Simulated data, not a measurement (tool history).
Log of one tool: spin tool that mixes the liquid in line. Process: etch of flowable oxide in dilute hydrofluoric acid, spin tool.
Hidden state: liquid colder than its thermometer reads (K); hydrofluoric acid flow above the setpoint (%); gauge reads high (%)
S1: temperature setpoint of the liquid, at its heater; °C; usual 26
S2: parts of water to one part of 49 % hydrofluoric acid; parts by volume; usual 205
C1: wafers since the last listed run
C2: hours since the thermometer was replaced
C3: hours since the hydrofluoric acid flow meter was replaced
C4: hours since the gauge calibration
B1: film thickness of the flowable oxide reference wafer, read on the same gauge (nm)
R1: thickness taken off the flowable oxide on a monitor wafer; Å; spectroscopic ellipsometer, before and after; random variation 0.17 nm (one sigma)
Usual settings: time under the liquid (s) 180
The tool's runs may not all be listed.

Run 1, hour 0: usual settings but S2 140 parts by volume; C1 0; C2 828; C3 1057.4; C4 165.3; B1 149.98. Result: R1 302.8 Å.
Run 2, hour 17.7: usual settings but S2 140 parts by volume; C1 145; C2 845.7; C3 1075.1; C4 183; B1 149.99. Result: R1 303.4 Å.
Run 3, hour 41.5: usual settings but S2 140 parts by volume; C1 195; C2 869.5; C3 1098.9; C4 206.8; B1 149.99. Result: R1 296 Å.
Run 4, hour 71.4: usual settings; C1 245; C2 899.4; C3 1128.8; C4 236.7; B1 149.98. Result: R1 191.8 Å.
Run 5, hour 106.3: usual settings; C1 286; C2 934.3; C3 1163.7; C4 271.6; B1 149.99. Result: R1 190.8 Å.
Run 6, hour 118.5: usual settings; C1 100; C2 946.5; C3 1175.9; C4 283.8; B1 150. Result: R1 197 Å.
Run 7, hour 151.3: usual settings; C1 269; C2 979.3; C3 1208.7; C4 316.6; B1 149.99. Result: R1 191.9 Å.
Run 8, hour 171.1: usual settings but time under the liquid (s) 150; C1 162; C2 999.1; C3 1228.5; C4 336.4; B1 149.98. Result: R1 160.4 Å.
At hour 188.3: gauge calibrated.
Run 9, hour 193.4: usual settings but time under the liquid (s) 150; C1 183; C2 1021.4; C3 1250.8; C4 5.1; B1 150.01. Result: R1 159.7 Å.
Run 10, hour 226.7: usual settings but time under the liquid (s) 150; C1 273; C2 1054.7; C3 1284.1; C4 38.4; B1 150.01. Result: R1 162 Å.
At hour 233.7: thermometer replaced.
At hour 244.5: hydrofluoric acid flow meter replaced.
Run 11, hour 261.1: usual settings; C1 266; C2 27.4; C3 16.6; C4 72.8; B1 149.98. Result: R1 188.3 Å.
Run 12, hour 295: usual settings; C1 278; C2 61.3; C3 50.5; C4 106.7; B1 150. Result: R1 189.3 Å.
Run 13, hour 328.3: usual settings but S1 22.5 °C; C1 273; C2 94.6; C3 83.8; C4 140; B1 149.99. Result: R1 166.1 Å.
Run 14, hour 342.3: usual settings but S1 23.5 °C; C1 115; C2 108.6; C3 97.8; C4 154; B1 150. Result: R1 172.5 Å.
Run 15, hour 357: usual settings but S1 28.5 °C; C1 120; C2 123.3; C3 112.5; C4 168.7; B1 150. Result: R1 203.9 Å.
Run 16, hour 372.7: usual settings but S2 180 parts by volume; C1 129; C2 139; C3 128.2; C4 184.4; B1 150.02. Result: R1 219.8 Å.
Run 17, hour 384.8: usual settings but S1 30.5 °C, S2 260 parts by volume; C1 99; C2 151.1; C3 140.3; C4 196.5; B1 150.01. Result: R1 162.9 Å.
Run 18, hour 410.4: usual settings; C1 210; C2 176.7; C3 165.9; C4 222.1; B1 150. Result: R1 187.8 Å.
Run 19, hour 425.3: usual settings but S1 27.5 °C, S2 280 parts by volume; C1 122; C2 191.6; C3 180.8; C4 237; B1 150.01. Result: R1 135.9 Å.
Run 20, hour 451.2: usual settings; C1 212; C2 217.5; C3 206.7; C4 262.9; B1 150. Result: R1 187.9 Å.
At hour 473.7: gauge calibrated.
Run 21, hour 475.3: usual settings but S1 22 °C, S2 115 parts by volume, time under the liquid (s) 100; C1 198; C2 241.6; C3 230.8; C4 1.6; B1 149.99. Result: R1 177.2 Å.
Run 22, hour 489.7: usual settings; C1 118; C2 256; C3 245.2; C4 16; B1 149.99. Result: R1 187 Å.
Run 23, hour 518.6: usual settings but S1 28 °C, S2 165 parts by volume, time under the liquid (s) 150; C1 237; C2 284.9; C3 274.1; C4 44.9; B1 150.02. Result: R1 222.5 Å.
Run 24, hour 554.5: usual settings but S1 21.5 °C, time under the liquid (s) 115; C1 295; C2 320.8; C3 310; C4 80.8; B1 150. Result: R1 102.8 Å.
Run 25, hour 588.2: usual settings but S1 27.5 °C, S2 165 parts by volume, time under the liquid (s) 210; C1 277; C2 354.5; C3 343.7; C4 114.5; B1 149.99. Result: R1 304.8 Å.
Run 26, hour 621.4: usual settings; C1 273; C2 387.7; C3 376.9; C4 147.7; B1 150.01. Result: R1 189.8 Å.

3 ways to go on from here, each from the tool as it stands after run 26. What would each give?
Run A, hour 621.9: usual settings but S1 28 °C; C1 4; C2 388.2; C3 377.4; C4 148.2; B1 ?. Result: R1 ?.
Run B, hour 621.9: usual settings but S1 30.5 °C, S2 165 parts by volume; C1 4; C2 388.2; C3 377.4; C4 148.2; B1 ?. Result: R1 ?.
Run C, hour 621.9: usual settings but S2 235 parts by volume; C1 4; C2 388.2; C3 377.4; C4 148.2; B1 ?. Result: R1 ?.

run      B1     R1
  A  149.99  203.5
  B  149.99  289.6
  C  149.99    160
Without the tool's hidden state the same runs would have given:
run     R1
  A    198
  B  282.2
  C  155.6

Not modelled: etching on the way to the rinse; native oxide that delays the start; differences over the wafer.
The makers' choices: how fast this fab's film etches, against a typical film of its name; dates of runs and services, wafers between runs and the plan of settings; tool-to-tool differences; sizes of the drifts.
